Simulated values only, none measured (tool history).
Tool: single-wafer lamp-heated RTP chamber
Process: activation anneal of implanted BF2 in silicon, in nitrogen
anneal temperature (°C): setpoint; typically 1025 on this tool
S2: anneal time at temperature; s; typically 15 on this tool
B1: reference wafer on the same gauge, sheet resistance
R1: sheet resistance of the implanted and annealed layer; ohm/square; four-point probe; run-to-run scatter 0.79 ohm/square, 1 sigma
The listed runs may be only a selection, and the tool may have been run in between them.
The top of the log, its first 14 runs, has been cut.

Run 15, hour 650.8: usual settings but anneal temperature (°C) 1041; B1 153.03. Result: R1 133.41 ohm/square.
Run 16, hour 718.9: usual settings but anneal temperature (°C) 1041; B1 152.96. Result: R1 134.24 ohm/square.
Run 17, hour 771.4: usual settings; B1 153.05. Result: R1 150.70 ohm/square.
Run 18, hour 813.1: usual settings but anneal temperature (°C) 1007, S2 12 s; B1 152.88. Result: R1 178.06 ohm/square.
Run 19, hour 839.3: usual settings but anneal temperature (°C) 1051, S2 12 s; B1 153.08. Result: R1 127.35 ohm/square.
Run 20, hour 899.3: usual settings but anneal temperature (°C) 1050; B1 152.86. Result: R1 120.86 ohm/square.
Run 21, hour 932.5: usual settings but S2 19 s; B1 152.94. Result: R1 138.50 ohm/square.
Run 22, hour 972.2: usual settings but S2 12 s; B1 153.07. Result: R1 149.71 ohm/square.
At hour 1019.1: pyrometer window cleaned and pyrometer calibrated.
Run 23, hour 1019.6: usual settings but anneal temperature (°C) 1011, S2 11 s; B1 152.87. Result: R1 177.23 ohm/square.
Run 24, hour 1076.6: usual settings but S2 20 s; B1 152.99. Result: R1 143.24 ohm/square.
Run 25, hour 1138.3: usual settings but anneal temperature (°C) 1052; B1 153.04. Result: R1 122.14 ohm/square.
Run 26, hour 1191.2: usual settings; B1 152.83. Result: R1 150.73 ohm/square.
Run 27, hour 1229.5: usual settings but S2 12 s; B1 153.07. Result: R1 156.28 ohm/square.
Run 28, hour 1260.9: usual settings but anneal temperature (°C) 1006, S2 10 s; B1 153.10. Result: R1 182.08 ohm/square.
Run 29, hour 1293.9: usual settings but anneal temperature (°C) 1054; B1 153.04. Result: R1 116.91 ohm/square.
Run 30, hour 1339.4: usual settings but anneal temperature (°C) 1041; B1 152.87. Result: R1 126.74 ohm/square.
At hour 1412.7: pyrometer window cleaned and pyrometer calibrated.
Run 31, hour 1413.2: usual settings but anneal temperature (°C) 998; B1 153.06. Result: R1 185.80 ohm/square.
At hour 1438.1: reflector plate cleaned.
Run 32, hour 1452.9: usual settings but S2 9 s; B1 153.17. Result: R1 163.25 ohm/square.
Run 33, hour 1499.3: usual settings but anneal temperature (°C) 1034, S2 10 s; B1 152.85. Result: R1 152.15 ohm/square.
Run 34, hour 1559.0: usual settings but S2 20 s; B1 152.89. Result: R1 141.35 ohm/square.
Run 35, hour 1590.1: usual settings but anneal temperature (°C) 998, S2 12 s; B1 153.10. Result: R1 190.93 ohm/square.
Run 36, hour 1637.0: usual settings; B1 152.77. Result: R1 148.27 ohm/square.

Expected results for the next run?
Run 37, hour 1676.2: usual settings but anneal temperature (°C) 1033, S2 9 s; B1 ?. Result: R1 ?.

B1: 152.94
R1: 151.53 ohm/square
Take away the tool's hidden state, keep the run-to-run variation as it was, and the same run would have given R1 156.14 ohm/square.
